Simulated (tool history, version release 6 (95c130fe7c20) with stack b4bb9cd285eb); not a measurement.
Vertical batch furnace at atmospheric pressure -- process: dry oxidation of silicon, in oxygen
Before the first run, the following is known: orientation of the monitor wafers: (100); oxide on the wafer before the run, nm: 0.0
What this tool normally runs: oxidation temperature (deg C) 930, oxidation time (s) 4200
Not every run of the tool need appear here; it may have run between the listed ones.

run	hour	oxidation temperature (deg C)	oxidation time (s)	read-back reference wafer on the same gauge, thickness	oxide thickness on the monitor wafer (Å)
1	0	930	4200	26.58	283.7
2	47	930	4200	26.61	284.5
3	80.7	930	4200	26.62	283.2
4	99.4	930	4200	26.64	283.3
5	112	930	4200	26.59	284.1
# hour 132.3: gauge calibrated
6	138.9	930	4200	26.04	278.4
7	170.4	930	4200	26.13	278.6
8	204.5	930	4200	26.19	281.5
9	239.1	930	4200	26.3	281.2
10	270.1	930	5340	26.35	332.1
11	302.2	930	5340	26.4	334.5
12	332.5	912	4200	26.49	238.9
13	351.5	910	4200	26.47	231.9
14	377	910	4200	26.5	234.4
15	412.9	930	4200	26.55	283.4
16	434.4	917	2580	26.53	182.6
17	464.8	930	4200	26.6	284.3
18	486	909	2370	26.6	158.7
# hour 523: boat lift adjusted
19	523.5	930	4200	26.62	284.7
20	529.9	937	2460	26.65	214.4
21	548.7	930	4200	26.65	282
22	568.1	930	5970	26.63	360.8
23	587.8	953	3450	26.67	319
# hour 628.9: thermocouples replaced and temperature profile calibrated
24	629.4	940	4200	26.66	315.2
25	644.5	930	4200	26.69	282.4
26	668.5	930	4200	26.73	284.8
27	703.3	951	3120	26.7	294.4
# hour 727.4: gauge calibrated
28	733.8	930	2940	26.1	220.8
29	750.5	943	6210	26.17	419.9
30	778.4	930	4200	26.24	279.9
31	813.5	916	4200	26.33	245.8
32	826.2	930	6120	26.35	366.5
33	846.9	919	4200	26.4	252.9
34	866.5	955	3060	26.4	298.7
35	882	930	3000	26.45	226.6
36	973.5	930	5010	26.57	320.3
37	986.9	921	2910	26.6	205.5
38	1006.6	948	4200	26.6	344.3

Give the tool's hidden conditions for every run:
true tube temperature minus thermocouple reading, K: 0 on each run
monitor wafer colder than the profiled boat position, K: 0 on each run
H1: gauge reads high (%)
run	H1
1	2.29
2	2.33
3	2.35
4	2.37
5	2.37
6	0.172
7	0.532
8	0.869
9	1.16
10	1.39
11	1.59
12	1.76
13	1.85
14	1.97
15	2.11
16	2.18
17	2.28
18	2.33
19	2.42
20	2.44
21	2.48
22	2.51
23	2.55
24	2.61
25	2.63
26	2.66
27	2.7
28	0.392
29	0.589
30	0.888
31	1.21
32	1.32
33	1.48
34	1.62
35	1.72
36	2.2
37	2.25
38	2.33
